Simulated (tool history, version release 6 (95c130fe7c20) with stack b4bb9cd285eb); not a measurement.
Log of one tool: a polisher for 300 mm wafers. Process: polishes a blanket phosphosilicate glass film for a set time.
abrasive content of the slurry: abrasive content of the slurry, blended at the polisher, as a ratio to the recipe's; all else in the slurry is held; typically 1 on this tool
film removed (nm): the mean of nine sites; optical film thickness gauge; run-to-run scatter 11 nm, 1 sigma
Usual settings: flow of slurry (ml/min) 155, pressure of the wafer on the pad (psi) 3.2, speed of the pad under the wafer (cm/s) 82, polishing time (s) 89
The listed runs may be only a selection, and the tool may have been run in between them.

run	hour	flow of slurry (ml/min)	pressure of the wafer on the pad (psi)	speed of the pad under the wafer (cm/s)	abrasive content of the slurry	polishing time (s)	wafers since the last listed run	wafers polished on this pad	hours since the slurry nozzle was cleaned	hours since the head pressure was calibrated	hours since the slurry blender was calibrated	hours since the conditioning disc was replaced	incoming thickness of the incoming film, nm	film removed (nm)
1	0	170	3.2	82	1	89	0	597	69	641.2	88.3	183.7	3427.8	722.7
# hour 59: head pressure recalibrated
2	82.6	170	3.2	82	1	89	484	1082	151.6	23.6	170.9	266.3	3450.1	688.6
# hour 115.3: conditioning disc replaced and pad reconditioned
# hour 121.7: worn pad replaced by a new one
3	148.9	155	3.2	82	1.15	89	362	163	217.9	89.9	237.2	33.6	3399.2	781.4
# hour 243: slurry nozzle cleaned
4	340.8	155	3.2	96	1	82	1148	1311	97.8	281.8	429.1	225.5	3420.6	678.7
# hour 364.3: slurry blender recalibrated
# hour 366.1: worn pad replaced by a new one, of another model than before
5	399.7	155	3.2	96	1	82	331	202	156.7	340.7	35.4	284.4	3398.7	668.9
# hour 463.9: conditioning disc replaced and pad reconditioned
6	477.5	155	3.2	82	1	89	455	657	234.5	418.5	113.2	13.6	3429.1	746.8
7	546.9	155	3.2	82	1	89	417	1075	303.9	487.9	182.6	83	3432.2	721.9
# hour 557.3: slurry nozzle cleaned
# hour 593.9: worn pad replaced by a new one
8	643.5	155	3.2	82	1	89	550	298	86.2	584.5	279.2	179.6	3443.4	689.5
9	713.8	155	3.2	82	1	111	422	721	156.5	654.8	349.5	249.9	3515.1	842.8
# hour 743.1: head pressure recalibrated
# hour 770.9: conditioning disc replaced and pad reconditioned
10	782.5	155	3.2	82	1	89	389	1110	225.2	39.4	418.2	11.6	3513.9	731.9
# hour 819.3: slurry blender recalibrated
11	837.2	130	3.2	82	0.85	105	316	1427	279.9	94.1	17.9	66.3	3432.4	763.2
# hour 839: slurry nozzle cleaned
# hour 853.5: worn pad replaced by a new one
12	911.2	200	3.2	82	1	89	414	347	72.2	168.1	91.9	140.3	3462.3	773.6
13	1011.3	155	2.7	82	0.8	89	601	949	172.3	268.2	192	240.4	3480.8	543
# hour 1073.7: worn pad replaced by a new one
14	1087.7	155	3.2	56	0.75	89	435	84	248.7	344.6	268.4	316.8	3416.7	534
# hour 1104.6: conditioning disc replaced and pad reconditioned
# hour 1132.1: slurry nozzle cleaned
15	1168.3	155	3.2	64	1	76	466	550	36.2	425.2	349	63.7	3461.3	592.5

Below are 5 alternative next runs, each starting from the tool's condition after run 15. Predict each:
A	1168.8	155	3.2	82	1	89	3	553	36.7	425.7	349.5	64.2	3458	?
B	1168.8	155	3.2	54	0.75	89	3	553	36.7	425.7	349.5	64.2	3458	?
C	1168.8	175	3.2	92	1.15	89	3	553	36.7	425.7	349.5	64.2	3458	?
D	1168.8	105	3.2	82	1	89	3	553	36.7	425.7	349.5	64.2	3458	?
E	1168.8	155	3.2	82	0.7	75	3	553	36.7	425.7	349.5	64.2	3458	?

run	film removed (nm)
A	738.6
B	573.6
C	836.9
D	631.7
E	524.7
With no hidden state in the tool, these same runs would have given:
run	film removed (nm)
A	757.6
B	586.5
C	859.5
D	648
E	538.3
